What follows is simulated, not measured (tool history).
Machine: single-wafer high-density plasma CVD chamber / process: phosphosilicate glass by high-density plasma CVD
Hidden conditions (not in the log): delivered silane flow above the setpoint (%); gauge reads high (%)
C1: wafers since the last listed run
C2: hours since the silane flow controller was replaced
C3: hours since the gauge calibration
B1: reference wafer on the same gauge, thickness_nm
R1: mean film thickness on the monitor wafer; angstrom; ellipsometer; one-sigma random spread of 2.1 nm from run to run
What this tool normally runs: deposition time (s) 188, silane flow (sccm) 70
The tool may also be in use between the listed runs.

Run 1, hour 0: usual settings but deposition time (s) 205; C1 0; C2 1813.3; C3 94.8; B1 1479.678. Result: R1 16160.62 angstrom.
Run 2, hour 13.5: usual settings but deposition time (s) 205; C1 101; C2 1826.8; C3 108.3; B1 1479.533. Result: R1 16212.07 angstrom.
Run 3, hour 22.7: usual settings but deposition time (s) 205; C1 69; C2 1836; C3 117.5; B1 1479.61. Result: R1 16150.98 angstrom.
Run 4, hour 36.4: usual settings but silane flow (sccm) 78; C1 103; C2 1849.7; C3 131.2; B1 1480.103. Result: R1 16046.94 angstrom.
Run 5, hour 45.7: usual settings but silane flow (sccm) 78; C1 69; C2 1859; C3 140.5; B1 1480.491. Result: R1 16070.99 angstrom.
Run 6, hour 57.6: usual settings but silane flow (sccm) 78; C1 89; C2 1870.9; C3 152.4; B1 1480.201. Result: R1 16088.14 angstrom.
Run 7, hour 75.4: usual settings but deposition time (s) 208; C1 133; C2 1888.7; C3 170.2; B1 1480.588. Result: R1 16446.93 angstrom.
Run 8, hour 91.6: usual settings but deposition time (s) 208; C1 121; C2 1904.9; C3 186.4; B1 1480.348. Result: R1 16468.06 angstrom.
Run 9, hour 106.6: usual settings; C1 112; C2 1919.9; C3 201.4; B1 1479.226. Result: R1 14877.19 angstrom.
At hour 107.8: gauge calibrated.
Run 10, hour 144.9: usual settings; C1 288; C2 1958.2; C3 37.1; B1 1479.778. Result: R1 14866.29 angstrom.
Run 11, hour 153.4: usual settings; C1 63; C2 1966.7; C3 45.6; B1 1479.755. Result: R1 14936.45 angstrom.
Run 12, hour 168: usual settings but silane flow (sccm) 62; C1 109; C2 1981.3; C3 60.2; B1 1479.348. Result: R1 13719.44 angstrom.
At hour 177.9: silane flow controller replaced.
Run 13, hour 190.1: usual settings but deposition time (s) 161, silane flow (sccm) 61; C1 106; C2 12.2; C3 82.3; B1 1479.847. Result: R1 10992.47 angstrom.
Run 14, hour 196.3: usual settings but deposition time (s) 156; C1 46; C2 18.4; C3 88.5; B1 1479.988. Result: R1 11773.26 angstrom.
Run 15, hour 208.1: usual settings but deposition time (s) 177; C1 88; C2 30.2; C3 100.3; B1 1479.937. Result: R1 13367.09 angstrom.
Run 16, hour 218.5: usual settings but silane flow (sccm) 78; C1 78; C2 40.6; C3 110.7; B1 1479.948. Result: R1 15342.08 angstrom.
Run 17, hour 226.8: usual settings but deposition time (s) 225, silane flow (sccm) 57; C1 62; C2 48.9; C3 119; B1 1479.319. Result: R1 14657.83 angstrom.
Run 18, hour 233.6: usual settings but silane flow (sccm) 61; C1 51; C2 55.7; C3 125.8; B1 1480.005. Result: R1 12831.68 angstrom.
Run 19, hour 245.2: usual settings but deposition time (s) 220, silane flow (sccm) 64; C1 87; C2 67.3; C3 137.4; B1 1479.932. Result: R1 15563.33 angstrom.
Run 20, hour 252: usual settings; C1 51; C2 74.1; C3 144.2; B1 1479.617. Result: R1 14172.52 angstrom.
Run 21, hour 260.1: usual settings but deposition time (s) 176, silane flow (sccm) 83; C1 60; C2 82.2; C3 152.3; B1 1480.409. Result: R1 15059.16 angstrom.
Run 22, hour 266.2: usual settings but deposition time (s) 208, silane flow (sccm) 66; C1 45; C2 88.3; C3 158.4; B1 1479.504. Result: R1 14978.2 angstrom.

Per-run results on a tool with no hidden state, each run keeping its own random variation:
run        R1
  1  15350.46
  2  15390.87
  3   15327.1
  4  15219.77
  5  15236.72
  6  15245.42
  7  15573.79
  8  15583.12
  9  14068.74
 10  14035.22
 11  14096.24
 12  12939.39
 13  10924.07
 14  11699.98
 15   13283.8
 16  15246.35
 17  14566.24
 18   12751.4
 19   15465.7
 20  14083.45
 21   14964.3
 22  14883.67

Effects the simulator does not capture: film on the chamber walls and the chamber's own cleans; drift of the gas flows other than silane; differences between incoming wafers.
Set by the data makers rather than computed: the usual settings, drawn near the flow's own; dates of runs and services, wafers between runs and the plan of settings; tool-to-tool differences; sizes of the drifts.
